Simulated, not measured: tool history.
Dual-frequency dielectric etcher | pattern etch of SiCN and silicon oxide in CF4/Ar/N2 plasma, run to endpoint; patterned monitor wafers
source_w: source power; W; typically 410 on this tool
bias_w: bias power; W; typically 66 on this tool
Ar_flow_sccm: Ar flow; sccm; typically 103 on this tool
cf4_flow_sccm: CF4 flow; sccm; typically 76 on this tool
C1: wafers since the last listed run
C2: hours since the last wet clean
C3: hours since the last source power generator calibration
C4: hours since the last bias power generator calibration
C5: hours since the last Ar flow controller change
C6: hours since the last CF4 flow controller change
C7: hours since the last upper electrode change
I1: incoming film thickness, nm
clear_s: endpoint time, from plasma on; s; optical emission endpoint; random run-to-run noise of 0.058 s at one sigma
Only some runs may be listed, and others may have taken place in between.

{"run": 1, "hour": 0.0, "source_w": 470, "bias_w": 66, "Ar_flow_sccm": 103, "cf4_flow_sccm": 76, "C1": 0, "C2": 21.8, "C3": 2637.0, "C4": 3795.6, "C5": 2168.5, "C6": 3325.3, "C7": 3842.0, "I1": 16.16, "clear_s": 18.0}
{"run": 2, "hour": 30.5, "source_w": 470, "bias_w": 66, "Ar_flow_sccm": 103, "cf4_flow_sccm": 76, "C1": 403, "C2": 52.3, "C3": 2667.5, "C4": 3826.1, "C5": 2199.0, "C6": 3355.8, "C7": 3872.5, "I1": 16.28, "clear_s": 18.2}
{"run": 3, "hour": 58.6, "source_w": 470, "bias_w": 66, "Ar_flow_sccm": 103, "cf4_flow_sccm": 76, "C1": 371, "C2": 80.4, "C3": 2695.6, "C4": 3854.2, "C5": 2227.1, "C6": 3383.9, "C7": 3900.6, "I1": 16.2, "clear_s": 18.0}
{"run": 4, "hour": 100.2, "source_w": 410, "bias_w": 66, "Ar_flow_sccm": 103, "cf4_flow_sccm": 76, "C1": 550, "C2": 122.0, "C3": 2737.2, "C4": 3895.8, "C5": 2268.7, "C6": 3425.5, "C7": 3942.2, "I1": 16.36, "clear_s": 19.4}
{"run": 5, "hour": 157.6, "source_w": 410, "bias_w": 66, "Ar_flow_sccm": 103, "cf4_flow_sccm": 76, "C1": 759, "C2": 179.4, "C3": 2794.6, "C4": 3953.2, "C5": 2326.1, "C6": 3482.9, "C7": 3999.6, "I1": 16.21, "clear_s": 19.0}
{"run": 6, "hour": 222.8, "source_w": 410, "bias_w": 66, "Ar_flow_sccm": 103, "cf4_flow_sccm": 76, "C1": 862, "C2": 244.6, "C3": 2859.8, "C4": 4018.4, "C5": 2391.3, "C6": 3548.1, "C7": 4064.8, "I1": 16.22, "clear_s": 19.2}
{"hour": 236.5, "done": "bias power generator calibrated"}
{"hour": 255.4, "done": "upper electrode replaced"}
{"run": 7, "hour": 272.1, "source_w": 410, "bias_w": 66, "Ar_flow_sccm": 103, "cf4_flow_sccm": 76, "C1": 349, "C2": 293.9, "C3": 2909.1, "C4": 35.6, "C5": 2440.6, "C6": 3597.4, "C7": 16.7, "I1": 16.24, "clear_s": 19.2}
{"run": 8, "hour": 297.6, "source_w": 410, "bias_w": 66, "Ar_flow_sccm": 96, "cf4_flow_sccm": 76, "C1": 337, "C2": 319.4, "C3": 2934.6, "C4": 61.1, "C5": 2466.1, "C6": 3622.9, "C7": 42.2, "I1": 16.26, "clear_s": 18.8}
{"run": 9, "hour": 343.4, "source_w": 310, "bias_w": 76, "Ar_flow_sccm": 103, "cf4_flow_sccm": 76, "C1": 606, "C2": 365.2, "C3": 2980.4, "C4": 106.9, "C5": 2511.9, "C6": 3668.7, "C7": 88.0, "I1": 16.35, "clear_s": 20.7}
{"run": 10, "hour": 377.9, "source_w": 410, "bias_w": 66, "Ar_flow_sccm": 103, "cf4_flow_sccm": 76, "C1": 456, "C2": 399.7, "C3": 3014.9, "C4": 141.4, "C5": 2546.4, "C6": 3703.2, "C7": 122.5, "I1": 16.19, "clear_s": 19.1}
{"hour": 387.5, "done": "source power generator calibrated"}
{"hour": 423.6, "done": "wet clean of the chamber"}
{"run": 11, "hour": 440.8, "source_w": 470, "bias_w": 66, "Ar_flow_sccm": 103, "cf4_flow_sccm": 76, "C1": 461, "C2": 17.2, "C3": 53.3, "C4": 204.3, "C5": 2609.3, "C6": 3766.1, "C7": 185.4, "I1": 16.24, "clear_s": 18.1}
{"hour": 468.3, "done": "CF4 flow controller replaced"}
{"run": 12, "hour": 484.5, "source_w": 410, "bias_w": 66, "Ar_flow_sccm": 103, "cf4_flow_sccm": 76, "C1": 498, "C2": 60.9, "C3": 97.0, "C4": 248.0, "C5": 2653.0, "C6": 16.2, "C7": 229.1, "I1": 16.07, "clear_s": 19.1}
{"hour": 498.6, "done": "Ar flow controller replaced"}
{"run": 13, "hour": 551.8, "source_w": 410, "bias_w": 72, "Ar_flow_sccm": 116, "cf4_flow_sccm": 76, "C1": 811, "C2": 128.2, "C3": 164.3, "C4": 315.3, "C5": 53.2, "C6": 83.5, "C7": 296.4, "I1": 16.38, "clear_s": 19.5}
{"run": 14, "hour": 612.4, "source_w": 340, "bias_w": 66, "Ar_flow_sccm": 103, "cf4_flow_sccm": 76, "C1": 801, "C2": 188.8, "C3": 224.9, "C4": 375.9, "C5": 113.8, "C6": 144.1, "C7": 357.0, "I1": 16.34, "clear_s": 21.0}
{"run": 15, "hour": 674.7, "source_w": 330, "bias_w": 66, "Ar_flow_sccm": 103, "cf4_flow_sccm": 76, "C1": 824, "C2": 251.1, "C3": 287.2, "C4": 438.2, "C5": 176.1, "C6": 206.4, "C7": 419.3, "I1": 16.17, "clear_s": 21.0}
{"run": 16, "hour": 700.3, "source_w": 410, "bias_w": 66, "Ar_flow_sccm": 127, "cf4_flow_sccm": 76, "C1": 338, "C2": 276.7, "C3": 312.8, "C4": 463.8, "C5": 201.7, "C6": 232.0, "C7": 444.9, "I1": 16.16, "clear_s": 20.0}
{"run": 17, "hour": 757.9, "source_w": 460, "bias_w": 71, "Ar_flow_sccm": 103, "cf4_flow_sccm": 89, "C1": 762, "C2": 334.3, "C3": 370.4, "C4": 521.4, "C5": 259.3, "C6": 289.6, "C7": 502.5, "I1": 16.06, "clear_s": 17.1}

For each entry between runs, how does the tool's hidden state at the last listed run before it compare with that at the first listed run after it?
Run 6 -> run 7: bias power generator calibrated (hour 236.5); upper electrode replaced (hour 255.4)
  etch rate over this chamber's usual, %: 0.832 -> 0.976
Run 10 -> run 11: source power generator calibrated (hour 387.5); wet clean of the chamber (hour 423.6)
  etch rate over this chamber's usual, %: 1.29 -> 0.0563
Run 11 -> run 12: CF4 flow controller replaced (hour 468.3)
  etch rate over this chamber's usual, %: 0.0563 -> 0.185
Run 12 -> run 13: Ar flow controller replaced (hour 498.6)
  etch rate over this chamber's usual, %: 0.185 -> 0.382
